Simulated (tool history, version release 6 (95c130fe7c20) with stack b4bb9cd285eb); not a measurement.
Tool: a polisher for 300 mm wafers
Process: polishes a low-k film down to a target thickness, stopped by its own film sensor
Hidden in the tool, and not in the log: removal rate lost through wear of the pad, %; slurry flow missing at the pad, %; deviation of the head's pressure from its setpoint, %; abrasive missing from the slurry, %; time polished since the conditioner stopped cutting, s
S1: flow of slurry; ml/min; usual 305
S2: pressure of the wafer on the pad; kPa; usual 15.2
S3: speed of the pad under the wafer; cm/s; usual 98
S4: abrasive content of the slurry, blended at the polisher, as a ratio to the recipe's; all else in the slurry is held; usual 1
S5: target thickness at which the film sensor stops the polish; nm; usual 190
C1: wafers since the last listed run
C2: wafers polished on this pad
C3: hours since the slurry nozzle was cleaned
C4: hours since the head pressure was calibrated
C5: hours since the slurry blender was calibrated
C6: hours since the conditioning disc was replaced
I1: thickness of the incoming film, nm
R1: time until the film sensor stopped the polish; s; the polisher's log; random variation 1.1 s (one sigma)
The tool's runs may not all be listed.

| run | hour | S1 | S2 | S3 | S4 | S5 | C1 | C2 | C3 | C4 | C5 | C6 | I1 | R1 |
|---|---|---|---|---|---|---|---|---|---|---|---|---|---|---|
| 1 | 0 | 305 | 15.2 | 98 | 0.8 | 190 | 0 | 5 | 53.3 | 599.4 | 168.6 | 288.6 | 231 | 88 |
| 2 | 171.6 | 305 | 13.8 | 98 | 1 | 199 | 1643 | 1648 | 224.9 | 771 | 340.2 | 460.2 | 231.3 | 66.5 |
|  | 211.9 | head pressure recalibrated |
| 3 | 223.7 | 305 | 15.2 | 68 | 1 | 190 | 479 | 2127 | 277 | 11.8 | 392.3 | 512.3 | 227.7 | 95.2 |
|  | 249.3 | conditioning disc replaced and pad reconditioned |
| 4 | 254.2 | 305 | 15.2 | 98 | 1.1 | 190 | 272 | 2400 | 307.5 | 42.3 | 422.8 | 4.9 | 232.9 | 68.5 |
|  | 292.3 | slurry blender recalibrated |
| 5 | 314.1 | 305 | 19.3 | 98 | 1 | 196 | 554 | 2955 | 367.4 | 102.2 | 21.8 | 64.8 | 228.6 | 44.9 |
| 6 | 383 | 305 | 15.2 | 98 | 0.8 | 190 | 659 | 3614 | 436.3 | 171.1 | 90.7 | 133.7 | 227.9 | 77.9 |
| 7 | 408.6 | 305 | 11 | 98 | 1.15 | 182 | 245 | 3859 | 461.9 | 196.7 | 116.3 | 159.3 | 230 | 111.3 |
| 8 | 464.7 | 360 | 15.2 | 98 | 1 | 190 | 537 | 4397 | 518 | 252.8 | 172.4 | 215.4 | 230.9 | 73.7 |
|  | 479.1 | worn pad replaced by a new one |
|  | 480.6 | slurry nozzle cleaned |
| 9 | 529.5 | 305 | 15.2 | 68 | 1 | 190 | 572 | 473 | 48.9 | 317.6 | 237.2 | 280.2 | 229.1 | 93.2 |
| 10 | 580.8 | 305 | 18.6 | 76 | 1 | 190 | 491 | 964 | 100.2 | 368.9 | 288.5 | 331.5 | 231.1 | 77.5 |
| 11 | 610.1 | 305 | 15.2 | 98 | 1 | 190 | 280 | 1244 | 129.5 | 398.2 | 317.8 | 360.8 | 229.1 | 77 |
| 12 | 695.9 | 305 | 17.2 | 76 | 0.7 | 186 | 821 | 2066 | 215.3 | 484 | 403.6 | 446.6 | 231.7 | 111.3 |
|  | 716.5 | conditioning disc replaced and pad reconditioned |
| 13 | 753.4 | 305 | 15.2 | 116 | 1 | 198 | 531 | 2597 | 272.8 | 541.5 | 461.1 | 36.9 | 229.3 | 47.6 |
| 14 | 789.1 | 305 | 15.2 | 98 | 1 | 190 | 341 | 2939 | 308.5 | 577.2 | 496.8 | 72.6 | 230.2 | 71.1 |
|  | 808.2 | slurry blender recalibrated |
| 15 | 839 | 305 | 15.2 | 98 | 1 | 190 | 458 | 3398 | 358.4 | 627.1 | 30.8 | 122.5 | 226.6 | 65.1 |
|  | 843 | head pressure recalibrated |
| 16 | 866.1 | 305 | 10.3 | 66 | 1 | 199 | 240 | 3638 | 385.5 | 23.1 | 57.9 | 149.6 | 230.6 | 111.7 |
| 17 | 909 | 305 | 15.2 | 98 | 1.15 | 184 | 410 | 4049 | 428.4 | 66 | 100.8 | 192.5 | 225.7 | 71.4 |
|  | 939 | slurry nozzle cleaned |
|  | 949.8 | worn pad replaced by a new one |
| 18 | 969 | 305 | 15.2 | 98 | 1 | 190 | 526 | 183 | 30 | 126 | 160.8 | 252.5 | 232.6 | 81.5 |
| 19 | 1009.7 | 305 | 15.2 | 98 | 1 | 196 | 389 | 573 | 70.7 | 166.7 | 201.5 | 293.2 | 232.4 | 70.3 |
| 20 | 1058.6 | 305 | 15.2 | 68 | 1 | 190 | 468 | 1041 | 119.6 | 215.6 | 250.4 | 342.1 | 227.6 | 93.2 |
| 21 | 1096.2 | 375 | 15.2 | 118 | 1.1 | 186 | 360 | 1401 | 157.2 | 253.2 | 288 | 379.7 | 229.3 | 68.6 |
| 22 | 1136.6 | 335 | 15.2 | 98 | 1 | 190 | 386 | 1788 | 197.6 | 293.6 | 328.4 | 420.1 | 229.3 | 75.9 |
| 23 | 1178.2 | 335 | 15.2 | 116 | 1 | 190 | 398 | 2187 | 239.2 | 335.2 | 370 | 461.7 | 232.9 | 72.8 |
|  | 1218.4 | conditioning disc replaced and pad reconditioned |
| 24 | 1233.8 | 305 | 9.7 | 78 | 1 | 190 | 513 | 2700 | 294.8 | 390.8 | 425.6 | 15.4 | 229.9 | 126.5 |
|  | 1237.5 | slurry blender recalibrated |
| 25 | 1262.9 | 305 | 15.2 | 98 | 1 | 190 | 259 | 2959 | 323.9 | 419.9 | 25.4 | 44.5 | 226.9 | 65.4 |

Forecast each of these 4 alternatives for the next run:
| A | 1263.3 | 305 | 15.2 | 98 | 1.25 | 190 | 3 | 2963 | 324.3 | 420.3 | 25.8 | 44.9 | 234.1 | ? |
| B | 1263.3 | 365 | 10.3 | 114 | 1 | 197 | 3 | 2963 | 324.3 | 420.3 | 25.8 | 44.9 | 234.1 | ? |
| C | 1263.3 | 305 | 15.2 | 98 | 1 | 183 | 3 | 2963 | 324.3 | 420.3 | 25.8 | 44.9 | 234.1 | ? |
| D | 1263.3 | 410 | 15.2 | 98 | 1.3 | 190 | 3 | 2963 | 324.3 | 420.3 | 25.8 | 44.9 | 234.1 | ? |

| run | R1 |
|---|---|
| A | 68.9 |
| B | 82.4 |
| C | 88.9 |
| D | 66.4 |
Without the tool's hidden state the same runs would have given:
| run | R1 |
|---|---|
| A | 66.1 |
| B | 79.7 |
| C | 85.3 |
| D | 63.8 |

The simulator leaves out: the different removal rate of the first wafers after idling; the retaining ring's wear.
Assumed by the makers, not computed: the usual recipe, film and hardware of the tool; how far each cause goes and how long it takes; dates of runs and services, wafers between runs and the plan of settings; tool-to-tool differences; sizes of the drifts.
